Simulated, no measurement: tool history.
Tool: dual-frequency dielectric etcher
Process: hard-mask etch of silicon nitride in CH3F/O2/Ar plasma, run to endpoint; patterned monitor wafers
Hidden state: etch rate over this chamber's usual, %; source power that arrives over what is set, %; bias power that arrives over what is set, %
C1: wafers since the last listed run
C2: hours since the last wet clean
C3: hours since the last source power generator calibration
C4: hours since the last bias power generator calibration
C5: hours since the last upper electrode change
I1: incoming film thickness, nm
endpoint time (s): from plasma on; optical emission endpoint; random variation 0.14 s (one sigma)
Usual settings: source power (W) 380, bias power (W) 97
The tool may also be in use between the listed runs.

{"run": 1, "day": 0.0, "source power (W)": 380, "bias power (W)": 109, "C1": 0, "C2": 199.7, "C3": 1652.5, "C4": 2950.6, "C5": 6078.3, "I1": 38.31, "endpoint time (s)": 45.7}
{"run": 2, "day": 0.742, "source power (W)": 380, "bias power (W)": 109, "C1": 247, "C2": 217.5, "C3": 1670.3, "C4": 2968.4, "C5": 6096.1, "I1": 38.67, "endpoint time (s)": 46.4}
{"run": 3, "day": 1.138, "source power (W)": 380, "bias power (W)": 97, "C1": 132, "C2": 227, "C3": 1679.8, "C4": 2977.9, "C5": 6105.6, "I1": 37.95, "endpoint time (s)": 47.5}
{"run": 4, "day": 1.838, "source power (W)": 380, "bias power (W)": 97, "C1": 233, "C2": 243.8, "C3": 1696.6, "C4": 2994.7, "C5": 6122.4, "I1": 38.33, "endpoint time (s)": 47.8}
{"run": 5, "day": 2.175, "source power (W)": 380, "bias power (W)": 97, "C1": 112, "C2": 251.9, "C3": 1704.7, "C4": 3002.8, "C5": 6130.5, "I1": 38.48, "endpoint time (s)": 48.1}
{"run": 6, "day": 2.496, "source power (W)": 330, "bias power (W)": 97, "C1": 107, "C2": 259.6, "C3": 1712.4, "C4": 3010.5, "C5": 6138.2, "I1": 38.28, "endpoint time (s)": 50.4}
{"run": 7, "day": 3.017, "source power (W)": 330, "bias power (W)": 97, "C1": 173, "C2": 272.1, "C3": 1724.9, "C4": 3023, "C5": 6150.7, "I1": 38.37, "endpoint time (s)": 50.9}
{"run": 8, "day": 3.538, "source power (W)": 330, "bias power (W)": 97, "C1": 173, "C2": 284.6, "C3": 1737.4, "C4": 3035.5, "C5": 6163.2, "I1": 38.68, "endpoint time (s)": 51.1}
{"run": 9, "day": 4.158, "source power (W)": 380, "bias power (W)": 97, "C1": 207, "C2": 299.5, "C3": 1752.3, "C4": 3050.4, "C5": 6178.1, "I1": 38.45, "endpoint time (s)": 48.2}
{"run": 10, "day": 4.846, "source power (W)": 380, "bias power (W)": 97, "C1": 229, "C2": 316, "C3": 1768.8, "C4": 3066.9, "C5": 6194.6, "I1": 38.7, "endpoint time (s)": 48.7}
{"run": 11, "day": 5.596, "source power (W)": 380, "bias power (W)": 97, "C1": 250, "C2": 334, "C3": 1786.8, "C4": 3084.9, "C5": 6212.6, "I1": 38.44, "endpoint time (s)": 48.4}
{"run": 12, "day": 6.088, "source power (W)": 380, "bias power (W)": 111, "C1": 164, "C2": 345.8, "C3": 1798.6, "C4": 3096.7, "C5": 6224.4, "I1": 38.69, "endpoint time (s)": 46.5}
{"run": 13, "day": 6.758, "source power (W)": 380, "bias power (W)": 111, "C1": 223, "C2": 361.9, "C3": 1814.7, "C4": 3112.8, "C5": 6240.5, "I1": 38.75, "endpoint time (s)": 46.7}
{"run": 14, "day": 7.5, "source power (W)": 420, "bias power (W)": 97, "C1": 247, "C2": 379.7, "C3": 1832.5, "C4": 3130.6, "C5": 6258.3, "I1": 38.45, "endpoint time (s)": 46.7}
{"day": 8.571, "done": "bias power generator calibrated"}
{"day": 9.204, "done": "upper electrode replaced"}
{"run": 15, "day": 9.225, "source power (W)": 420, "bias power (W)": 97, "C1": 308, "C2": 421.1, "C3": 1873.9, "C4": 15.7, "C5": 0.5, "I1": 38.82, "endpoint time (s)": 47.6}
{"run": 16, "day": 9.242, "source power (W)": 310, "bias power (W)": 80, "C1": 5, "C2": 421.5, "C3": 1874.3, "C4": 16.1, "C5": 0.9, "I1": 38.08, "endpoint time (s)": 55.3}
{"day": 10.662, "done": "wet clean of the chamber"}
{"run": 17, "day": 10.683, "source power (W)": 310, "bias power (W)": 83, "C1": 147, "C2": 0.5, "C3": 1908.9, "C4": 50.7, "C5": 35.5, "I1": 37.99, "endpoint time (s)": 53.2}
{"day": 11.4, "done": "source power generator calibrated"}
{"run": 18, "day": 11.421, "source power (W)": 380, "bias power (W)": 90, "C1": 190, "C2": 18.2, "C3": 0.5, "C4": 68.4, "C5": 53.2, "I1": 38.36, "endpoint time (s)": 48.6}
{"run": 19, "day": 12.0, "source power (W)": 340, "bias power (W)": 112, "C1": 193, "C2": 32.1, "C3": 14.4, "C4": 82.3, "C5": 67.1, "I1": 38.31, "endpoint time (s)": 46.8}
{"run": 20, "day": 12.375, "source power (W)": 410, "bias power (W)": 119, "C1": 125, "C2": 41.1, "C3": 23.4, "C4": 91.3, "C5": 76.1, "I1": 38.41, "endpoint time (s)": 42.8}
{"run": 21, "day": 12.738, "source power (W)": 450, "bias power (W)": 97, "C1": 120, "C2": 49.8, "C3": 32.1, "C4": 100, "C5": 84.8, "I1": 38.22, "endpoint time (s)": 44.8}
{"run": 22, "day": 13.075, "source power (W)": 380, "bias power (W)": 97, "C1": 112, "C2": 57.9, "C3": 40.2, "C4": 108.1, "C5": 92.9, "I1": 38.13, "endpoint time (s)": 47.5}
{"run": 23, "day": 13.821, "source power (W)": 380, "bias power (W)": 97, "C1": 248, "C2": 75.8, "C3": 58.1, "C4": 126, "C5": 110.8, "I1": 38.35, "endpoint time (s)": 47.9}
{"run": 24, "day": 14.375, "source power (W)": 330, "bias power (W)": 87, "C1": 184, "C2": 89.1, "C3": 71.4, "C4": 139.3, "C5": 124.1, "I1": 38.43, "endpoint time (s)": 52.5}
{"run": 25, "day": 14.95, "source power (W)": 380, "bias power (W)": 97, "C1": 191, "C2": 102.9, "C3": 85.2, "C4": 153.1, "C5": 137.9, "I1": 38.32, "endpoint time (s)": 47.6}
{"run": 26, "day": 15.45, "source power (W)": 380, "bias power (W)": 97, "C1": 166, "C2": 114.9, "C3": 97.2, "C4": 165.1, "C5": 149.9, "I1": 38.6, "endpoint time (s)": 48}
{"run": 27, "day": 16.104, "source power (W)": 380, "bias power (W)": 113, "C1": 218, "C2": 130.6, "C3": 112.9, "C4": 180.8, "C5": 165.6, "I1": 38.29, "endpoint time (s)": 45.1}
{"run": 28, "day": 16.817, "source power (W)": 440, "bias power (W)": 105, "C1": 237, "C2": 147.7, "C3": 130, "C4": 197.9, "C5": 182.7, "I1": 38.53, "endpoint time (s)": 44.4}
{"run": 29, "day": 17.55, "source power (W)": 460, "bias power (W)": 97, "C1": 244, "C2": 165.3, "C3": 147.6, "C4": 215.5, "C5": 200.3, "I1": 38.65, "endpoint time (s)": 44.8}
{"run": 30, "day": 18.079, "source power (W)": 430, "bias power (W)": 84, "C1": 176, "C2": 178, "C3": 160.3, "C4": 228.2, "C5": 213, "I1": 38.88, "endpoint time (s)": 48.7}
{"run": 31, "day": 18.642, "source power (W)": 310, "bias power (W)": 88, "C1": 187, "C2": 191.5, "C3": 173.8, "C4": 241.7, "C5": 226.5, "I1": 38.59, "endpoint time (s)": 53.5}
{"run": 32, "day": 19.379, "source power (W)": 470, "bias power (W)": 104, "C1": 246, "C2": 209.2, "C3": 191.5, "C4": 259.4, "C5": 244.2, "I1": 38.32, "endpoint time (s)": 43.3}
{"run": 33, "day": 19.738, "source power (W)": 440, "bias power (W)": 97, "C1": 119, "C2": 217.8, "C3": 200.1, "C4": 268, "C5": 252.8, "I1": 38.74, "endpoint time (s)": 46.1}
{"run": 34, "day": 20.262, "source power (W)": 290, "bias power (W)": 114, "C1": 175, "C2": 230.4, "C3": 212.7, "C4": 280.6, "C5": 265.4, "I1": 38.94, "endpoint time (s)": 50.5}

How the hidden state differs across the entries between the runs, from the last listed run before each to the first after it:
Between runs 14 and 15: bias power generator calibrated (day 8.571); upper electrode replaced (day 9.204)
  etch rate over this chamber's usual, %: -1.5 -> -1.69
  measured less the result without the state, endpoint time (s): +0.7 -> +0.8
Between runs 16 and 17: wet clean of the chamber (day 10.662)
  etch rate over this chamber's usual, %: -1.69 -> 0.381
  measured less the result without the state, endpoint time (s): +1 -> -0.2
Between runs 17 and 18: source power generator calibrated (day 11.4)
  etch rate over this chamber's usual, %: 0.381 -> 0.298
  measured less the result without the state, endpoint time (s): -0.2 -> -0.2
